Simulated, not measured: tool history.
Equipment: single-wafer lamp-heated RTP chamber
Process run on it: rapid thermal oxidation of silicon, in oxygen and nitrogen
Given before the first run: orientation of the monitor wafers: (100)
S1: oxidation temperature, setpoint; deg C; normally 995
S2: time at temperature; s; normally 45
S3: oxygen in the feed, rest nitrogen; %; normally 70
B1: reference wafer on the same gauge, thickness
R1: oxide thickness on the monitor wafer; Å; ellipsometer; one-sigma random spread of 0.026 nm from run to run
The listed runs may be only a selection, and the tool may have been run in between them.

run,day,S1,S2,S3,B1,R1
1,0,995,56,60,5.121,49.03
2,0.75,995,56,60,5.121,49.41
3,1.354,995,56,60,5.119,49.14
4,1.892,995,45,49,5.123,42.27
5,2.275,995,45,60,5.12,45.07
6,2.65,995,45,60,5.119,45.66
7,2.917,995,45,70,5.125,47.21
8,3.696,979,32,70,5.124,37.84
9,4.354,979,32,70,5.124,37.38
10,5.021,979,32,70,5.119,37.32
11,5.646,995,45,70,5.12,47.45
# day 7.383: oxygen flow controller replaced
12,7.404,995,45,70,5.128,47.65
13,7.562,995,56,70,5.119,51.78
14,8.288,995,56,70,5.128,52.35
15,8.571,995,45,70,5.119,47.22
16,8.95,970,26,70,5.124,33.4
17,9.65,995,65,80,5.118,58.15
# day 10.275: pyrometer window cleaned and pyrometer calibrated
18,10.296,995,45,55,5.125,44.2
19,10.65,1020,58,70,5.118,63.86
# day 10.954: gauge calibrated
20,11.125,995,45,49,5.118,43.16
21,11.492,1013,34,70,5.116,48.13
22,12.221,995,45,62,5.122,45.66
23,12.571,995,45,70,5.121,47.93
24,12.883,995,45,50,5.122,42.83
25,13.408,1009,55,44,5.121,49.33
26,15.421,995,45,53,5.117,43.65
27,16.012,995,45,70,5.123,47.02
28,16.342,995,45,70,5.121,47.94
29,16.683,995,23,46,5.123,32.95
30,17.058,995,28,79,5.12,40.86
31,17.379,976,60,96,5.12,51.65
32,17.879,995,45,82,5.118,50.21
33,18.488,995,35,70,5.121,43.12
34,19.108,995,45,70,5.117,47.86
35,19.654,971,45,70,5.121,40.51
36,20.179,1016,66,70,5.116,65.03
37,20.904,995,45,70,5.123,47.53

Predict each of these 5 candidate next runs independently; none follows another, all start after run 37:
A,20.925,995,60,70,?,?
B,20.925,974,65,81,?,?
C,20.925,995,45,85,?,?
D,20.925,981,45,70,?,?
E,20.925,980,66,70,?,?

run,B1,R1
A,5.117,53.39
B,5.117,49.86
C,5.117,50.43
D,5.117,42.96
E,5.117,49.94
Take away the tool's hidden state, keep each run's random variation, and the runs would have read:
run,R1
A,53.39
B,49.86
C,50.43
D,42.96
E,49.94
